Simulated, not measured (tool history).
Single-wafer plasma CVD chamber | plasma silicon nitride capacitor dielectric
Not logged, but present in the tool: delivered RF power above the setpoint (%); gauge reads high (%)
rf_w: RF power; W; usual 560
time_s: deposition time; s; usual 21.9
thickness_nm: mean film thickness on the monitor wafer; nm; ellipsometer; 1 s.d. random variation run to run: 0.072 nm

| run | hour | rf_w | time_s | wafers since the last listed run | hours since the last RF generator calibration | hours since the showerhead was replaced | hours since the gauge calibration | read-back reference wafer on the same gauge, thickness_nm | thickness_nm |
|---|---|---|---|---|---|---|---|---|---|
| 1 | 0 | 480 | 21.9 | 0 | 143.5 | 6654.1 | 1572.1 | 30.2 | 33.211 |
| 2 | 90.5 | 480 | 21.9 | 1930 | 234 | 6744.6 | 1662.6 | 30.196 | 33.277 |
| 3 | 180.7 | 480 | 21.9 | 1924 | 324.2 | 6834.8 | 1752.8 | 30.204 | 33.142 |
| 4 | 352.5 | 635 | 21.9 | 3665 | 496 | 7006.6 | 1924.6 | 30.188 | 36.797 |
| 5 | 459.1 | 560 | 21.9 | 2274 | 602.6 | 7113.2 | 2031.2 | 30.177 | 35.138 |
| 6 | 563.6 | 560 | 21.9 | 2229 | 707.1 | 7217.7 | 2135.7 | 30.184 | 35.112 |
| 7 | 668.5 | 560 | 21.9 | 2238 | 812 | 7322.6 | 2240.6 | 30.203 | 35.101 |
| 8 | 965.2 | 595 | 20.3 | 6330 | 1108.7 | 7619.3 | 2537.3 | 30.183 | 33.141 |
|  | 983.6 | showerhead replaced |
| 9 | 1049.7 | 560 | 21.9 | 1632 | 1193.2 | 66.1 | 2621.8 | 30.199 | 35.141 |
| 10 | 1126.1 | 560 | 21.9 | 1629 | 1269.6 | 142.5 | 2698.2 | 30.159 | 34.896 |
| 11 | 1217 | 560 | 21.9 | 1939 | 1360.5 | 233.4 | 2789.1 | 30.209 | 34.946 |
|  | 1332.9 | RF generator calibrated |
| 12 | 1421.9 | 560 | 21.9 | 4200 | 89 | 438.3 | 2994 | 30.199 | 34.77 |
| 13 | 1478.6 | 560 | 21.9 | 1209 | 145.7 | 495 | 3050.7 | 30.208 | 34.819 |
| 14 | 1530.1 | 615 | 21.9 | 1098 | 197.2 | 546.5 | 3102.2 | 30.207 | 36.007 |
| 15 | 1614 | 490 | 21.9 | 1790 | 281.1 | 630.4 | 3186.1 | 30.215 | 33.034 |
| 16 | 1709 | 490 | 21.9 | 2026 | 376.1 | 725.4 | 3281.1 | 30.201 | 33.077 |
| 17 | 1759.8 | 465 | 20.1 | 1083 | 426.9 | 776.2 | 3331.9 | 30.182 | 29.664 |
| 18 | 1856.4 | 560 | 23 | 2060 | 523.5 | 872.8 | 3428.5 | 30.181 | 36.438 |
| 19 | 1957.2 | 560 | 21.9 | 2150 | 624.3 | 973.6 | 3529.3 | 30.159 | 34.601 |
| 20 | 2018.5 | 490 | 20.3 | 1307 | 685.6 | 1034.9 | 3590.6 | 30.212 | 30.553 |
|  | 2021.3 | gauge calibrated |
|  | 2049 | RF generator calibrated, repeated, since the last time left the tool worse |
| 21 | 2099.2 | 505 | 21.9 | 1551 | 50.2 | 1115.6 | 77.9 | 30.206 | 34.027 |
| 22 | 2173.6 | 480 | 20.5 | 1587 | 124.6 | 1190 | 152.3 | 30.19 | 31.136 |
| 23 | 2279 | 630 | 25.4 | 2248 | 230 | 1295.4 | 257.7 | 30.175 | 42.719 |
| 24 | 2354.2 | 560 | 21.9 | 1604 | 305.2 | 1370.6 | 332.9 | 30.189 | 35.228 |
| 25 | 2459.1 | 455 | 19.4 | 2238 | 410.1 | 1475.5 | 437.8 | 30.196 | 28.861 |
| 26 | 2534.6 | 560 | 20.2 | 1610 | 485.6 | 1551 | 513.3 | 30.189 | 32.473 |
| 27 | 2602.2 | 560 | 21.9 | 1442 | 553.2 | 1618.6 | 580.9 | 30.2 | 35.123 |
| 28 | 2655.6 | 560 | 20.4 | 1139 | 606.6 | 1672 | 634.3 | 30.208 | 32.845 |
| 29 | 2710.3 | 460 | 21.9 | 1167 | 661.3 | 1726.7 | 689 | 30.224 | 32.603 |
| 30 | 2778.2 | 560 | 25.6 | 1448 | 729.2 | 1794.6 | 756.9 | 30.175 | 41.293 |
| 31 | 2854.1 | 560 | 21.9 | 1619 | 805.1 | 1870.5 | 832.8 | 30.201 | 35.186 |
| 32 | 2912.3 | 480 | 17.9 | 1241 | 863.3 | 1928.7 | 891 | 30.224 | 27.139 |

Subtracting, for every run, the result it would have given without the tool's unlogged condition from the measured result gives the following. The same run-to-run variation enters both numbers; the gauge's scatter may not:
| run | thickness_nm |
|---|---|
| 1 | -0.059 |
| 2 | -0.078 |
| 3 | -0.096 |
| 4 | -0.146 |
| 5 | -0.163 |
| 6 | -0.186 |
| 7 | -0.209 |
| 8 | -0.26 |
| 9 | -0.295 |
| 10 | -0.311 |
| 11 | -0.331 |
| 12 | -0.575 |
| 13 | -0.589 |
| 14 | -0.621 |
| 15 | -0.589 |
| 16 | -0.611 |
| 17 | -0.558 |
| 18 | -0.708 |
| 19 | -0.696 |
| 20 | -0.627 |
| 21 | -0.015 |
| 22 | -0.028 |
| 23 | -0.067 |
| 24 | -0.072 |
| 25 | -0.078 |
| 26 | -0.103 |
| 27 | -0.126 |
| 28 | -0.13 |
| 29 | -0.14 |
| 30 | -0.195 |
| 31 | -0.182 |
| 32 | -0.15 |

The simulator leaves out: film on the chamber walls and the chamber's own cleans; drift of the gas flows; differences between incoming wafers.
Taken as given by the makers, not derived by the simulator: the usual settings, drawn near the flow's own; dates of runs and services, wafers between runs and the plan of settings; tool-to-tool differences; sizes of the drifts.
